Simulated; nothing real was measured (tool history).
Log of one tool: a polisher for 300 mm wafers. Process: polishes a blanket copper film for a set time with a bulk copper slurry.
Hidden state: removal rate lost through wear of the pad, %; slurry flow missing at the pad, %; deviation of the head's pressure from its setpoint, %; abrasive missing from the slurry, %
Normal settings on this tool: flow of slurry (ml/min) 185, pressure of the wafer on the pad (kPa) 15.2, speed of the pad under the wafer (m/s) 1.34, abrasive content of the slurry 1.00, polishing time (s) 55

run,day,flow of slurry (ml/min),pressure of the wafer on the pad (kPa),speed of the pad under the wafer (m/s),abrasive content of the slurry,polishing time (s),wafers since the last listed run,wafers polished on this pad,hours since the slurry nozzle was cleaned,hours since the head pressure was calibrated,hours since the slurry blender was calibrated,"incoming thickness of the incoming film, nm",film removed (angstrom)
1,0.000,185,15.2,1.34,1.00,55,0,1821,384.4,537.2,242.0,2007.1,5217
# day 1.075: slurry nozzle cleaned
2,1.292,185,16.5,1.34,0.95,55,265,2086,5.2,568.2,273.0,2053.9,5628
3,3.896,185,15.2,1.34,1.00,55,552,2638,67.7,630.7,335.5,2035.5,5235
4,6.104,185,15.2,1.34,1.00,55,468,3107,120.7,683.7,388.5,2043.8,5274
# day 7.871: worn pad replaced by a new one
5,9.029,185,15.2,1.34,1.00,55,584,246,190.9,753.9,458.7,2013.2,5201
# day 10.375: slurry blender recalibrated
6,10.829,185,15.2,1.34,1.00,55,364,610,234.1,797.1,10.9,2059.1,5234
7,12.688,215,15.2,1.34,1.00,55,394,1004,278.7,841.7,55.5,2042.0,5264
8,13.821,215,15.2,1.34,1.00,55,240,1244,305.9,868.9,82.7,2035.1,5318
9,16.712,215,15.2,1.34,1.00,55,613,1857,375.3,938.3,152.1,2048.6,5295
10,17.862,185,15.2,1.34,1.00,43,243,2101,402.9,965.9,179.7,2059.9,4057
# day 21.550: slurry nozzle cleaned
# day 25.525: head pressure recalibrated
11,26.008,185,15.2,1.34,1.00,55,1700,3802,107.0,11.6,375.2,2045.6,5597
12,27.779,185,15.2,1.34,1.00,55,375,4178,149.5,54.1,417.7,2043.4,5583
# day 28.908: slurry blender recalibrated
# day 28.929: worn pad replaced by a new one
13,29.046,120,17.2,1.68,1.30,55,246,24,179.9,84.5,3.3,2003.5,7183
14,30.938,125,19.3,1.34,1.15,45,401,425,225.3,129.9,48.7,2008.6,5428
15,32.862,225,10.3,1.34,1.00,55,408,834,271.5,176.1,94.9,2054.7,3907
16,34.133,140,15.2,1.80,1.00,42,269,1103,302.0,206.6,125.4,2041.0,4899
17,37.025,185,18.6,1.34,1.00,49,613,1716,371.4,276.0,194.8,2045.0,5780
18,39.046,185,12.4,1.34,0.80,48,428,2145,419.9,324.5,243.3,2003.9,3639
# day 39.104: slurry nozzle cleaned
19,41.896,125,15.2,1.34,0.85,55,595,2741,67.0,392.9,311.7,1995.2,4747
20,43.604,185,15.2,1.34,1.00,55,362,3103,108.0,433.9,352.7,2023.1,5316
# day 48.400: slurry blender recalibrated
# day 49.208: worn pad replaced by a new one
21,51.379,185,19.3,1.20,1.10,70,1595,460,294.6,620.5,71.5,2017.6,7984
22,53.575,185,19.3,1.34,1.00,45,465,926,347.3,673.2,124.2,2050.3,5399
# day 55.112: slurry nozzle cleaned
23,55.425,185,15.2,1.76,1.00,55,383,1309,7.5,717.6,168.6,2054.0,6503
24,57.442,185,11.7,1.54,0.85,44,427,1737,55.9,766.0,217.0,2026.4,3486
25,59.271,185,15.2,1.34,1.00,55,387,2125,99.8,809.9,260.9,2061.7,5239
26,61.288,185,17.2,1.34,1.00,55,427,2553,148.2,858.3,309.3,2036.8,5865
27,63.029,185,15.2,1.34,1.10,55,369,2922,190.0,900.1,351.1,2051.4,5357
# day 64.288: slurry blender recalibrated
28,64.625,120,15.2,1.62,1.00,55,320,3243,228.3,938.4,8.1,2013.9,5528
29,66.871,185,19.3,1.34,1.00,55,476,3719,282.2,992.3,62.0,2047.0,6525
30,67.908,235,15.2,1.34,0.85,47,220,3939,307.1,1017.2,86.9,2005.2,4400

How would selected steps in film removed (angstrom) from run to run divide? Give the signed amount a tool lacking its hidden state would still show from settings, what came in and random variation, and the signed amount left for the hidden state, including any gauge scatter that is not in both of the compared results.
Run 10 -> 11: polishing time (s) 43 -> 55, slurry nozzle cleaned, head pressure recalibrated. film removed (angstrom) +1540: hidden state +308, all else +1232.
Run 20 -> 21: pressure of the wafer on the pad (kPa) 15.2 -> 19.3, speed of the pad under the wafer (m/s) 1.34 -> 1.20, abrasive content of the slurry 1.00 -> 1.10, polishing time (s) 55 -> 70, slurry blender recalibrated, worn pad replaced by a new one. film removed (angstrom) +2668: hidden state -214, all else +2882.
Run 21 -> 22: speed of the pad under the wafer (m/s) 1.20 -> 1.34, abrasive content of the slurry 1.10 -> 1.00, polishing time (s) 70 -> 45. film removed (angstrom) -2585: hidden state +145, all else -2730.
Run 23 -> 24: pressure of the wafer on the pad (kPa) 15.2 -> 11.7, speed of the pad under the wafer (m/s) 1.76 -> 1.54, abrasive content of the slurry 1.00 -> 0.85, polishing time (s) 55 -> 44. film removed (angstrom) -3017: hidden state +189, all else -3206.

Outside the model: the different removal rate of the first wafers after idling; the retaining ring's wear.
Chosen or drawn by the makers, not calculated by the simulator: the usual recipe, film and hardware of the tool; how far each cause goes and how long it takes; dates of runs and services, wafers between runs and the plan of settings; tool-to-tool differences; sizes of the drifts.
